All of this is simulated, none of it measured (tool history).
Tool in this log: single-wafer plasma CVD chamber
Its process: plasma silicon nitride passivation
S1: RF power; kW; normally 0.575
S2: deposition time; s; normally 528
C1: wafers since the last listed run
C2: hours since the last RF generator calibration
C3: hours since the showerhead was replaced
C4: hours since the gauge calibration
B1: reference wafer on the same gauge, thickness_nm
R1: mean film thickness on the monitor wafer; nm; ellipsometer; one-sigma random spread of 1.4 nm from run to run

run 1 hour=0 | S1=0.575 S2=528 | C1=0 C2=2295.6 C3=5932.1 C4=395.4 | B1=730.102 | R1=834.326
run 2 hour=7 | S1=0.575 S2=528 | C1=26 C2=2302.6 C3=5939.1 C4=402.4 | B1=730.096 | R1=832.903
run 3 hour=13.7 | S1=0.575 S2=528 | C1=25 C2=2309.3 C3=5945.8 C4=409.1 | B1=729.911 | R1=831.183
run 4 hour=25.1 | S1=0.655 S2=528 | C1=43 C2=2320.7 C3=5957.2 C4=420.5 | B1=729.922 | R1=872.126
run 5 hour=31.4 | S1=0.525 S2=559 | C1=24 C2=2327 C3=5963.5 C4=426.8 | B1=730.006 | R1=848.866
run 6 hour=48.7 | S1=0.495 S2=528 | C1=66 C2=2344.3 C3=5980.8 C4=444.1 | B1=729.866 | R1=783.469
run 7 hour=62.5 | S1=0.575 S2=528 | C1=53 C2=2358.1 C3=5994.6 C4=457.9 | B1=730.098 | R1=833.344
run 8 hour=79.3 | S1=0.575 S2=528 | C1=64 C2=2374.9 C3=6011.4 C4=474.7 | B1=730.112 | R1=831.219
run 9 hour=93.5 | S1=0.575 S2=528 | C1=54 C2=2389.1 C3=6025.6 C4=488.9 | B1=729.968 | R1=830.777
run 10 hour=106.8 | S1=0.575 S2=528 | C1=51 C2=2402.4 C3=6038.9 C4=502.2 | B1=729.947 | R1=831.417
run 11 hour=122.9 | S1=0.575 S2=528 | C1=61 C2=2418.5 C3=6055 C4=518.3 | B1=729.817 | R1=827.597
run 12 hour=138.4 | S1=0.575 S2=469 | C1=59 C2=2434 C3=6070.5 C4=533.8 | B1=729.885 | R1=735.472
run 13 hour=151.9 | S1=0.575 S2=528 | C1=51 C2=2447.5 C3=6084 C4=547.3 | B1=730.053 | R1=828.948
run 14 hour=164.2 | S1=0.605 S2=552 | C1=47 C2=2459.8 C3=6096.3 C4=559.6 | B1=729.84 | R1=880.913
run 15 hour=173.8 | S1=0.605 S2=552 | C1=36 C2=2469.4 C3=6105.9 C4=569.2 | B1=730.042 | R1=885.018
-- hour=181.9 RF generator calibrated
run 16 hour=182.4 | S1=0.575 S2=593 | C1=2 C2=0.5 C3=6114.5 C4=577.8 | B1=730.04 | R1=965.646
run 17 hour=186.4 | S1=0.575 S2=593 | C1=15 C2=4.5 C3=6118.5 C4=581.8 | B1=730.067 | R1=964.772
-- hour=192.2 gauge calibrated
run 18 hour=203.7 | S1=0.575 S2=528 | C1=66 C2=21.8 C3=6135.8 C4=11.5 | B1=730.052 | R1=857.751
run 19 hour=214.7 | S1=0.575 S2=528 | C1=42 C2=32.8 C3=6146.8 C4=22.5 | B1=729.887 | R1=858.942
run 20 hour=225.1 | S1=0.575 S2=528 | C1=40 C2=43.2 C3=6157.2 C4=32.9 | B1=729.754 | R1=860.968
run 21 hour=274.1 | S1=0.575 S2=528 | C1=188 C2=92.2 C3=6206.2 C4=81.9 | B1=730.121 | R1=857.86
run 22 hour=289.4 | S1=0.505 S2=602 | C1=58 C2=107.5 C3=6221.5 C4=97.2 | B1=730.049 | R1=933.635
run 23 hour=304.5 | S1=0.525 S2=577 | C1=58 C2=122.6 C3=6236.6 C4=112.3 | B1=730.07 | R1=909.563
run 24 hour=321.7 | S1=0.575 S2=528 | C1=66 C2=139.8 C3=6253.8 C4=129.5 | B1=729.932 | R1=858.568
run 25 hour=332.7 | S1=0.625 S2=614 | C1=42 C2=150.8 C3=6264.8 C4=140.5 | B1=729.949 | R1=1031.771
run 26 hour=342.2 | S1=0.52 S2=441 | C1=36 C2=160.3 C3=6274.3 C4=150 | B1=729.806 | R1=691.535
run 27 hour=349.8 | S1=0.605 S2=528 | C1=29 C2=167.9 C3=6281.9 C4=157.6 | B1=729.894 | R1=875.632
-- hour=363.6 showerhead replaced
run 28 hour=364.1 | S1=0.62 S2=561 | C1=24 C2=182.2 C3=0.5 C4=171.9 | B1=730.041 | R1=938.783
run 29 hour=369.2 | S1=0.465 S2=616 | C1=19 C2=187.3 C3=5.6 C4=177 | B1=730.024 | R1=921.966
run 30 hour=384.6 | S1=0.47 S2=528 | C1=59 C2=202.7 C3=21 C4=192.4 | B1=730.105 | R1=793.49
run 31 hour=431.9 | S1=0.67 S2=457 | C1=182 C2=250 C3=68.3 C4=239.7 | B1=730.298 | R1=787.525
run 32 hour=447.6 | S1=0.575 S2=571 | C1=60 C2=265.7 C3=84 C4=255.4 | B1=730.109 | R1=927.699
run 33 hour=459.4 | S1=0.69 S2=498 | C1=45 C2=277.5 C3=95.8 C4=267.2 | B1=729.876 | R1=866.534
run 34 hour=473.8 | S1=0.575 S2=490 | C1=55 C2=291.9 C3=110.2 C4=281.6 | B1=729.83 | R1=793.961
run 35 hour=516.8 | S1=0.665 S2=528 | C1=165 C2=334.9 C3=153.2 C4=324.6 | B1=730.228 | R1=903.045
run 36 hour=528.2 | S1=0.49 S2=614 | C1=43 C2=346.3 C3=164.6 C4=336 | B1=730.168 | R1=940.736
run 37 hour=540.8 | S1=0.53 S2=467 | C1=48 C2=358.9 C3=177.2 C4=348.6 | B1=730.231 | R1=736.836
run 38 hour=554 | S1=0.52 S2=557 | C1=50 C2=372.1 C3=190.4 C4=361.8 | B1=729.996 | R1=872.2

Here are 5 independent what-if runs from the current tool condition. What would each one return?
run A hour=554.5 | S1=0.575 S2=445 | C1=1 C2=372.6 C3=190.9 C4=362.3 | B1=? | R1=?
run B hour=554.5 | S1=0.495 S2=576 | C1=1 C2=372.6 C3=190.9 C4=362.3 | B1=? | R1=?
run C hour=554.5 | S1=0.575 S2=491 | C1=1 C2=372.6 C3=190.9 C4=362.3 | B1=? | R1=?
run D hour=554.5 | S1=0.515 S2=603 | C1=1 C2=372.6 C3=190.9 C4=362.3 | B1=? | R1=?
run E hour=554.5 | S1=0.645 S2=601 | C1=1 C2=372.6 C3=190.9 C4=362.3 | B1=? | R1=?

run=A B1=730.143 R1=724.958
run=B B1=730.143 R1=886.236
run=C B1=730.143 R1=799.898
run=D B1=730.143 R1=942.124
run=E B1=730.143 R1=1021.508
Had the tool no hidden state, the same runs would have come out as:
run=A R1=727.421
run=B R1=889.246
run=C R1=802.615
run=D R1=945.324
run=E R1=1024.978
